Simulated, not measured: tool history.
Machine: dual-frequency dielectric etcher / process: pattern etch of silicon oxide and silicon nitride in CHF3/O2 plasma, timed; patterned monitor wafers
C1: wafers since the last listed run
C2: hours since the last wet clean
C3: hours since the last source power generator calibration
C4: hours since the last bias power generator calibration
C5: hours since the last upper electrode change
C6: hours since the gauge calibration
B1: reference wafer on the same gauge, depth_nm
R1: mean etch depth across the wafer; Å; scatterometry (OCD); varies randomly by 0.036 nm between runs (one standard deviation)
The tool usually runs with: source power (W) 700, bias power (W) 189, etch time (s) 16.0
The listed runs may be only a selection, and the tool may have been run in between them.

{"run": 1, "hour": 0.0, "source power (W)": 700, "bias power (W)": 215, "etch time (s)": 16.0, "C1": 0, "C2": 271.2, "C3": 1786.7, "C4": 3632.4, "C5": 2121.4, "C6": 72.2, "B1": 20.4, "R1": 250.9}
{"run": 2, "hour": 9.1, "source power (W)": 700, "bias power (W)": 215, "etch time (s)": 16.0, "C1": 154, "C2": 280.3, "C3": 1795.8, "C4": 3641.5, "C5": 2130.5, "C6": 81.3, "B1": 20.4, "R1": 250.8}
{"run": 3, "hour": 16.0, "source power (W)": 700, "bias power (W)": 215, "etch time (s)": 16.0, "C1": 117, "C2": 287.2, "C3": 1802.7, "C4": 3648.4, "C5": 2137.4, "C6": 88.2, "B1": 20.41, "R1": 249.9}
{"run": 4, "hour": 25.8, "source power (W)": 700, "bias power (W)": 189, "etch time (s)": 16.0, "C1": 166, "C2": 297.0, "C3": 1812.5, "C4": 3658.2, "C5": 2147.2, "C6": 98.0, "B1": 20.39, "R1": 237.4}
{"run": 5, "hour": 34.2, "source power (W)": 700, "bias power (W)": 189, "etch time (s)": 16.0, "C1": 142, "C2": 305.4, "C3": 1820.9, "C4": 3666.6, "C5": 2155.6, "C6": 106.4, "B1": 20.39, "R1": 237.1}
{"run": 6, "hour": 50.9, "source power (W)": 700, "bias power (W)": 189, "etch time (s)": 16.0, "C1": 284, "C2": 322.1, "C3": 1837.6, "C4": 3683.3, "C5": 2172.3, "C6": 123.1, "B1": 20.4, "R1": 237.0}
{"hour": 82.1, "done": "wet clean of the chamber"}
{"hour": 89.9, "done": "upper electrode replaced"}
{"run": 7, "hour": 90.4, "source power (W)": 700, "bias power (W)": 189, "etch time (s)": 16.0, "C1": 130, "C2": 8.3, "C3": 1877.1, "C4": 3722.8, "C5": 0.5, "C6": 162.6, "B1": 20.41, "R1": 242.5}
{"run": 8, "hour": 90.7, "source power (W)": 700, "bias power (W)": 189, "etch time (s)": 16.0, "C1": 5, "C2": 8.6, "C3": 1877.4, "C4": 3723.1, "C5": 0.8, "C6": 162.9, "B1": 20.39, "R1": 242.0}
{"run": 9, "hour": 91.0, "source power (W)": 700, "bias power (W)": 189, "etch time (s)": 16.0, "C1": 5, "C2": 8.9, "C3": 1877.7, "C4": 3723.4, "C5": 1.1, "C6": 163.2, "B1": 20.4, "R1": 242.7}
{"run": 10, "hour": 93.4, "source power (W)": 630, "bias power (W)": 161, "etch time (s)": 12.0, "C1": 40, "C2": 11.3, "C3": 1880.1, "C4": 3725.8, "C5": 3.5, "C6": 165.6, "B1": 20.4, "R1": 160.8}
{"hour": 107.4, "done": "gauge calibrated"}
{"hour": 107.8, "done": "source power generator calibrated"}
{"run": 11, "hour": 108.3, "source power (W)": 540, "bias power (W)": 220, "etch time (s)": 12.0, "C1": 185, "C2": 26.2, "C3": 0.5, "C4": 3740.7, "C5": 18.4, "C6": 0.9, "B1": 20.39, "R1": 167.1}
{"run": 12, "hour": 115.5, "source power (W)": 700, "bias power (W)": 215, "etch time (s)": 16.0, "C1": 122, "C2": 33.4, "C3": 7.7, "C4": 3747.9, "C5": 25.6, "C6": 8.1, "B1": 20.39, "R1": 255.0}
{"hour": 126.5, "done": "bias power generator calibrated"}
{"run": 13, "hour": 129.2, "source power (W)": 700, "bias power (W)": 189, "etch time (s)": 16.0, "C1": 165, "C2": 47.1, "C3": 21.4, "C4": 2.7, "C5": 39.3, "C6": 21.8, "B1": 20.39, "R1": 241.6}
{"run": 14, "hour": 136.2, "source power (W)": 760, "bias power (W)": 189, "etch time (s)": 21.0, "C1": 119, "C2": 54.1, "C3": 28.4, "C4": 9.7, "C5": 46.3, "C6": 28.8, "B1": 20.39, "R1": 331.2}
{"run": 15, "hour": 153.8, "source power (W)": 520, "bias power (W)": 189, "etch time (s)": 16.0, "C1": 299, "C2": 71.7, "C3": 46.0, "C4": 27.3, "C5": 63.9, "C6": 46.4, "B1": 20.41, "R1": 204.5}
{"run": 16, "hour": 166.8, "source power (W)": 820, "bias power (W)": 189, "etch time (s)": 16.0, "C1": 221, "C2": 84.7, "C3": 59.0, "C4": 40.3, "C5": 76.9, "C6": 59.4, "B1": 20.4, "R1": 262.2}
{"run": 17, "hour": 178.1, "source power (W)": 630, "bias power (W)": 189, "etch time (s)": 20.5, "C1": 192, "C2": 96.0, "C3": 70.3, "C4": 51.6, "C5": 88.2, "C6": 70.7, "B1": 20.39, "R1": 291.0}
{"run": 18, "hour": 188.4, "source power (W)": 700, "bias power (W)": 226, "etch time (s)": 11.5, "C1": 175, "C2": 106.3, "C3": 80.6, "C4": 61.9, "C5": 98.5, "C6": 81.0, "B1": 20.4, "R1": 186.1}

5 options for the next run, each taken on its own from the tool as it stands now. Forecast them:
{"run": "A", "hour": 188.8, "source power (W)": 700, "bias power (W)": 189, "etch time (s)": 16.0, "C1": 6, "C2": 106.7, "C3": 81.0, "C4": 62.3, "C5": 98.9, "C6": 81.4, "B1": "?", "R1": "?"}
{"run": "B", "hour": 188.8, "source power (W)": 700, "bias power (W)": 189, "etch time (s)": 14.5, "C1": 6, "C2": 106.7, "C3": 81.0, "C4": 62.3, "C5": 98.9, "C6": 81.4, "B1": "?", "R1": "?"}
{"run": "C", "hour": 188.8, "source power (W)": 700, "bias power (W)": 224, "etch time (s)": 14.5, "C1": 6, "C2": 106.7, "C3": 81.0, "C4": 62.3, "C5": 98.9, "C6": 81.4, "B1": "?", "R1": "?"}
{"run": "D", "hour": 188.8, "source power (W)": 850, "bias power (W)": 232, "etch time (s)": 16.0, "C1": 6, "C2": 106.7, "C3": 81.0, "C4": 62.3, "C5": 98.9, "C6": 81.4, "B1": "?", "R1": "?"}
{"run": "E", "hour": 188.8, "source power (W)": 590, "bias power (W)": 175, "etch time (s)": 12.0, "C1": 6, "C2": 106.7, "C3": 81.0, "C4": 62.3, "C5": 98.9, "C6": 81.4, "B1": "?", "R1": "?"}

run=A B1=20.40 R1=240.4
run=B B1=20.40 R1=217.8
run=C B1=20.40 R1=233.4
run=D B1=20.40 R1=288.5
run=E B1=20.40 R1=158.9
Without the tool's hidden state the same runs would have given:
run=A R1=243.0
run=B R1=220.2
run=C R1=235.9
run=D R1=291.6
run=E R1=160.6
